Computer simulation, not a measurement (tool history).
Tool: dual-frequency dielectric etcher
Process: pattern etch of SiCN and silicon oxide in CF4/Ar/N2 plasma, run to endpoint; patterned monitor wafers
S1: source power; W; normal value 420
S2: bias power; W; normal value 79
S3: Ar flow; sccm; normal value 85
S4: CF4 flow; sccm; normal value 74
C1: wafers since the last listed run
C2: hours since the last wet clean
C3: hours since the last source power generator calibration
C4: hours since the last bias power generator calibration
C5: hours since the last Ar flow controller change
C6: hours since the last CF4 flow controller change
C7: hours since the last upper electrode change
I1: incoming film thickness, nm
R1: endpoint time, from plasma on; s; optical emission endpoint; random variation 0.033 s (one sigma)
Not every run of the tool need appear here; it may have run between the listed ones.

| run | hour | S1 | S2 | S3 | S4 | C1 | C2 | C3 | C4 | C5 | C6 | C7 | I1 | R1 |
|---|---|---|---|---|---|---|---|---|---|---|---|---|---|---|
| 1 | 0 | 460 | 79 | 85 | 74 | 0 | 429.7 | 5187.1 | 3937.9 | 1782.2 | 3723 | 6163.7 | 8.93 | 9.8 |
| 2 | 11.3 | 460 | 79 | 85 | 74 | 221 | 441 | 5198.4 | 3949.2 | 1793.5 | 3734.3 | 6175 | 8.85 | 9.7 |
| 3 | 27.5 | 420 | 79 | 85 | 74 | 317 | 457.2 | 5214.6 | 3965.4 | 1809.7 | 3750.5 | 6191.2 | 8.92 | 10.9 |
| 4 | 34.1 | 420 | 79 | 85 | 74 | 129 | 463.8 | 5221.2 | 3972 | 1816.3 | 3757.1 | 6197.8 | 8.88 | 10.7 |
| 5 | 46 | 420 | 79 | 85 | 74 | 232 | 475.7 | 5233.1 | 3983.9 | 1828.2 | 3769 | 6209.7 | 8.97 | 10.9 |
| 6 | 59.6 | 420 | 91 | 85 | 74 | 266 | 489.3 | 5246.7 | 3997.5 | 1841.8 | 3782.6 | 6223.3 | 8.8 | 10.3 |
|  | 70.4 | source power generator calibrated |
| 7 | 74.5 | 420 | 79 | 85 | 74 | 213 | 504.2 | 4.1 | 4012.4 | 1856.7 | 3797.5 | 6238.2 | 8.88 | 10.8 |
|  | 85.5 | CF4 flow controller replaced |
|  | 87.2 | Ar flow controller replaced |
| 8 | 87.7 | 420 | 79 | 85 | 74 | 107 | 517.4 | 17.3 | 4025.6 | 0.5 | 2.2 | 6251.4 | 8.87 | 10.8 |
| 9 | 90.1 | 420 | 79 | 73 | 74 | 46 | 519.8 | 19.7 | 4028 | 2.9 | 4.6 | 6253.8 | 8.89 | 10.7 |
| 10 | 97.5 | 420 | 79 | 73 | 74 | 144 | 527.2 | 27.1 | 4035.4 | 10.3 | 12 | 6261.2 | 9.02 | 10.9 |
|  | 105.3 | bias power generator calibrated |
|  | 126.6 | wet clean of the chamber |
| 11 | 127.1 | 420 | 79 | 85 | 74 | 84 | 0.5 | 56.7 | 21.8 | 39.9 | 41.6 | 6290.8 | 8.92 | 10.4 |
| 12 | 127.5 | 470 | 79 | 85 | 74 | 7 | 0.9 | 57.1 | 22.2 | 40.3 | 42 | 6291.2 | 8.94 | 9.2 |
| 13 | 133.9 | 480 | 93 | 91 | 86 | 125 | 7.3 | 63.5 | 28.6 | 46.7 | 48.4 | 6297.6 | 8.81 | 8.3 |
| 14 | 144.5 | 420 | 79 | 85 | 74 | 207 | 17.9 | 74.1 | 39.2 | 57.3 | 59 | 6308.2 | 8.96 | 10.4 |
|  | 174.1 | upper electrode replaced |
| 15 | 174.6 | 420 | 63 | 85 | 74 | 119 | 48 | 104.2 | 69.3 | 87.4 | 89.1 | 0.5 | 8.86 | 11.1 |
| 16 | 174.9 | 420 | 79 | 85 | 74 | 5 | 48.3 | 104.5 | 69.6 | 87.7 | 89.4 | 0.8 | 8.92 | 10.4 |
| 17 | 175.2 | 420 | 70 | 98 | 74 | 5 | 48.6 | 104.8 | 69.9 | 88 | 89.7 | 1.1 | 8.88 | 10.8 |
| 18 | 189.6 | 420 | 79 | 85 | 74 | 281 | 63 | 119.2 | 84.3 | 102.4 | 104.1 | 15.5 | 8.89 | 10.4 |
| 19 | 198.9 | 420 | 79 | 97 | 74 | 182 | 72.3 | 128.5 | 93.6 | 111.7 | 113.4 | 24.8 | 8.96 | 10.6 |
| 20 | 211.1 | 470 | 79 | 73 | 74 | 238 | 84.5 | 140.7 | 105.8 | 123.9 | 125.6 | 37 | 8.98 | 9.2 |
| 21 | 217.8 | 420 | 79 | 68 | 62 | 131 | 91.2 | 147.4 | 112.5 | 130.6 | 132.3 | 43.7 | 8.99 | 10.8 |

How would selected steps in R1 from run to run divide? Give the signed amount a tool lacking its hidden state would still show from settings, what came in and random variation, and the signed amount left for the hidden state, including any gauge scatter that is not in both of the compared results.
The tool's hidden condition here consists of: etch rate over this chamber's usual, %; source power that arrives over what is set, %; bias power that arrives over what is set, %; Ar flow that arrives over what is set, %; CF4 flow that arrives over what is set, %.
Run 2 -> 3: S1 460 -> 420. R1 +1.2 s: hidden state +0.2, all else +1.
Run 10 -> 11: S3 73 -> 85, bias power generator calibrated, wet clean of the chamber. R1 -0.5 s: hidden state -0.6, all else +0.1.
Run 13 -> 14: S1 480 -> 420, S2 93 -> 79, S3 91 -> 85, S4 86 -> 74. R1 +2.1 s: hidden state +0, all else +2.1.
Run 20 -> 21: S1 470 -> 420, S3 73 -> 68, S4 74 -> 62. R1 +1.6 s: hidden state +0.1, all else +1.5.
